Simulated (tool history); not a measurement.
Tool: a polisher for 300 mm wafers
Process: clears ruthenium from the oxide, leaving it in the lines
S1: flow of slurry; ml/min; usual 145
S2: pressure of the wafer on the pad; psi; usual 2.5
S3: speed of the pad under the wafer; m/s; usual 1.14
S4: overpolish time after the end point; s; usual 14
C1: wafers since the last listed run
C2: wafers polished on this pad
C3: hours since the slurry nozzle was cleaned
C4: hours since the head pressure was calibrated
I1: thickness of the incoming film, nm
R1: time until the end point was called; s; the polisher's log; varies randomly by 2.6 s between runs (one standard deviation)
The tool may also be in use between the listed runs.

{"run": 1, "hour": 0.0, "S1": 145, "S2": 2.5, "S3": 1.14, "S4": 14, "C1": 0, "C2": 218, "C3": 456, "C4": 1053.9, "I1": 236, "R1": 170}
{"run": 2, "hour": 10.0, "S1": 145, "S2": 2.5, "S3": 1.14, "S4": 14, "C1": 84, "C2": 303, "C3": 466, "C4": 1063.9, "I1": 235.5, "R1": 175.8}
{"run": 3, "hour": 16.5, "S1": 145, "S2": 2.5, "S3": 1.14, "S4": 14, "C1": 55, "C2": 358, "C3": 472.5, "C4": 1070.4, "I1": 232.1, "R1": 169.8}
{"run": 4, "hour": 33.6, "S1": 145, "S2": 2.5, "S3": 1.14, "S4": 14, "C1": 144, "C2": 503, "C3": 489.6, "C4": 1087.5, "I1": 237.2, "R1": 184.1}
{"run": 5, "hour": 47.6, "S1": 145, "S2": 2.5, "S3": 1.14, "S4": 14, "C1": 118, "C2": 621, "C3": 503.6, "C4": 1101.5, "I1": 240.1, "R1": 180.6}
{"run": 6, "hour": 60.0, "S1": 145, "S2": 2.5, "S3": 1.14, "S4": 14, "C1": 104, "C2": 726, "C3": 516, "C4": 1113.9, "I1": 235.6, "R1": 184}
{"run": 7, "hour": 71.7, "S1": 145, "S2": 2.5, "S3": 1.14, "S4": 14, "C1": 99, "C2": 825, "C3": 527.7, "C4": 1125.6, "I1": 235.8, "R1": 181.7}
{"run": 8, "hour": 88.0, "S1": 145, "S2": 2.5, "S3": 1.14, "S4": 14, "C1": 137, "C2": 963, "C3": 544, "C4": 1141.9, "I1": 238.2, "R1": 188.5}
{"hour": 95.3, "done": "worn pad replaced by a new one"}
{"hour": 100.8, "done": "head pressure recalibrated"}
{"run": 9, "hour": 104.8, "S1": 145, "S2": 2.5, "S3": 1.14, "S4": 14, "C1": 91, "C2": 63, "C3": 560.8, "C4": 4, "I1": 234.7, "R1": 170.2}
{"run": 10, "hour": 111.6, "S1": 145, "S2": 2.5, "S3": 1.38, "S4": 14, "C1": 57, "C2": 120, "C3": 567.6, "C4": 10.8, "I1": 234.1, "R1": 136.8}
{"run": 11, "hour": 119.0, "S1": 145, "S2": 2.5, "S3": 1.14, "S4": 14, "C1": 62, "C2": 183, "C3": 575, "C4": 18.2, "I1": 235.1, "R1": 176}
{"run": 12, "hour": 129.2, "S1": 145, "S2": 2.5, "S3": 1.14, "S4": 14, "C1": 86, "C2": 269, "C3": 585.2, "C4": 28.4, "I1": 235.7, "R1": 177.3}
{"run": 13, "hour": 139.7, "S1": 145, "S2": 3, "S3": 1.14, "S4": 14, "C1": 88, "C2": 358, "C3": 595.7, "C4": 38.9, "I1": 236.5, "R1": 149.1}
{"run": 14, "hour": 148.2, "S1": 145, "S2": 2.5, "S3": 1.14, "S4": 14, "C1": 71, "C2": 430, "C3": 604.2, "C4": 47.4, "I1": 235.4, "R1": 180.2}
{"run": 15, "hour": 155.6, "S1": 145, "S2": 2.5, "S3": 1.14, "S4": 14, "C1": 62, "C2": 493, "C3": 611.6, "C4": 54.8, "I1": 238.6, "R1": 181.4}
{"run": 16, "hour": 170.0, "S1": 145, "S2": 2.5, "S3": 1.14, "S4": 14, "C1": 121, "C2": 614, "C3": 626, "C4": 69.2, "I1": 234.1, "R1": 184.4}
{"run": 17, "hour": 183.7, "S1": 145, "S2": 2, "S3": 1.14, "S4": 7, "C1": 115, "C2": 730, "C3": 639.7, "C4": 82.9, "I1": 237.2, "R1": 233.7}
{"run": 18, "hour": 196.7, "S1": 145, "S2": 3.1, "S3": 1.26, "S4": 14, "C1": 110, "C2": 840, "C3": 652.7, "C4": 95.9, "I1": 234, "R1": 132.8}
{"run": 19, "hour": 206.9, "S1": 145, "S2": 2.9, "S3": 1.14, "S4": 14, "C1": 86, "C2": 927, "C3": 662.9, "C4": 106.1, "I1": 234.3, "R1": 161.9}
{"run": 20, "hour": 217.2, "S1": 145, "S2": 2.5, "S3": 1.14, "S4": 16, "C1": 87, "C2": 1014, "C3": 673.2, "C4": 116.4, "I1": 232.8, "R1": 186.7}
{"hour": 222.6, "done": "worn pad replaced by a new one"}
{"run": 21, "hour": 233.4, "S1": 145, "S2": 2.5, "S3": 1.14, "S4": 14, "C1": 103, "C2": 91, "C3": 689.4, "C4": 132.6, "I1": 240.2, "R1": 177.7}
{"hour": 236.8, "done": "slurry nozzle cleaned"}
{"run": 22, "hour": 244.5, "S1": 145, "S2": 2.5, "S3": 1.14, "S4": 18, "C1": 85, "C2": 176, "C3": 7.7, "C4": 143.7, "I1": 234.8, "R1": 157.6}
{"run": 23, "hour": 261.0, "S1": 145, "S2": 2.5, "S3": 1.14, "S4": 14, "C1": 139, "C2": 316, "C3": 24.2, "C4": 160.2, "I1": 231.2, "R1": 155.9}
{"run": 24, "hour": 271.3, "S1": 145, "S2": 2.5, "S3": 1.3, "S4": 14, "C1": 87, "C2": 403, "C3": 34.5, "C4": 170.5, "I1": 233.6, "R1": 139.2}
{"run": 25, "hour": 280.5, "S1": 145, "S2": 1.8, "S3": 0.86, "S4": 11, "C1": 77, "C2": 481, "C3": 43.7, "C4": 179.7, "I1": 231, "R1": 285.3}
{"run": 26, "hour": 293.4, "S1": 145, "S2": 2.5, "S3": 1.14, "S4": 14, "C1": 109, "C2": 590, "C3": 56.6, "C4": 192.6, "I1": 233.7, "R1": 166.4}
{"run": 27, "hour": 306.4, "S1": 120, "S2": 2.5, "S3": 1.14, "S4": 14, "C1": 110, "C2": 700, "C3": 69.6, "C4": 205.6, "I1": 233.8, "R1": 172.2}
{"run": 28, "hour": 313.5, "S1": 145, "S2": 2.5, "S3": 0.88, "S4": 14, "C1": 60, "C2": 760, "C3": 76.7, "C4": 212.7, "I1": 234.8, "R1": 223.5}
{"run": 29, "hour": 330.2, "S1": 195, "S2": 2.5, "S3": 1.14, "S4": 14, "C1": 141, "C2": 902, "C3": 93.4, "C4": 229.4, "I1": 232.2, "R1": 157.2}
{"hour": 335.3, "done": "worn pad replaced by a new one"}
{"run": 30, "hour": 338.1, "S1": 175, "S2": 1.7, "S3": 1.42, "S4": 14, "C1": 33, "C2": 24, "C3": 101.3, "C4": 237.3, "I1": 235.8, "R1": 168.5}
{"run": 31, "hour": 387.3, "S1": 145, "S2": 2.5, "S3": 1.46, "S4": 14, "C1": 416, "C2": 440, "C3": 150.5, "C4": 286.5, "I1": 234, "R1": 129.2}
{"run": 32, "hour": 404.0, "S1": 175, "S2": 2.5, "S3": 1.02, "S4": 14, "C1": 141, "C2": 581, "C3": 167.2, "C4": 303.2, "I1": 234.4, "R1": 180.5}
{"run": 33, "hour": 415.6, "S1": 190, "S2": 2.8, "S3": 1.14, "S4": 14, "C1": 98, "C2": 679, "C3": 178.8, "C4": 314.8, "I1": 233, "R1": 142.4}
{"hour": 435.5, "done": "worn pad replaced by a new one"}
{"run": 34, "hour": 436.0, "S1": 145, "S2": 3, "S3": 0.8, "S4": 20, "C1": 138, "C2": 4, "C3": 199.2, "C4": 335.2, "I1": 237.5, "R1": 184.6}
{"run": 35, "hour": 468.7, "S1": 145, "S2": 2.5, "S3": 1.14, "S4": 14, "C1": 276, "C2": 280, "C3": 231.9, "C4": 367.9, "I1": 236.7, "R1": 169.2}
{"run": 36, "hour": 485.3, "S1": 170, "S2": 3.4, "S3": 0.88, "S4": 10, "C1": 140, "C2": 421, "C3": 248.5, "C4": 384.5, "I1": 231.5, "R1": 157.2}
{"run": 37, "hour": 503.2, "S1": 145, "S2": 2.5, "S3": 1.14, "S4": 14, "C1": 151, "C2": 572, "C3": 266.4, "C4": 402.4, "I1": 232.6, "R1": 171.4}

How would selected steps in R1 from run to run divide? Give the signed amount a tool lacking its hidden state would still show from settings, what came in and random variation, and the signed amount left for the hidden state, including any gauge scatter that is not in both of the compared results.
Unlogged tool condition in this case: removal rate lost through wear of the pad, %; slurry flow missing at the pad, %; deviation of the head's pressure from its setpoint, %.
Run 17 -> 18: S2 2 -> 3.1, S3 1.14 -> 1.26, S4 7 -> 14. R1 -100.9 s: hidden state -22.6, all else -78.3.
Run 21 -> 22: S4 14 -> 18, slurry nozzle cleaned. R1 -20.1 s: hidden state -18.6, all else -1.5.
Run 24 -> 25: S2 2.5 -> 1.8, S3 1.3 -> 0.86, S4 14 -> 11. R1 +146.1 s: hidden state +19.1, all else +127.
Run 25 -> 26: S2 1.8 -> 2.5, S3 0.86 -> 1.14, S4 11 -> 14. R1 -118.9 s: hidden state -12.4, all else -106.5.

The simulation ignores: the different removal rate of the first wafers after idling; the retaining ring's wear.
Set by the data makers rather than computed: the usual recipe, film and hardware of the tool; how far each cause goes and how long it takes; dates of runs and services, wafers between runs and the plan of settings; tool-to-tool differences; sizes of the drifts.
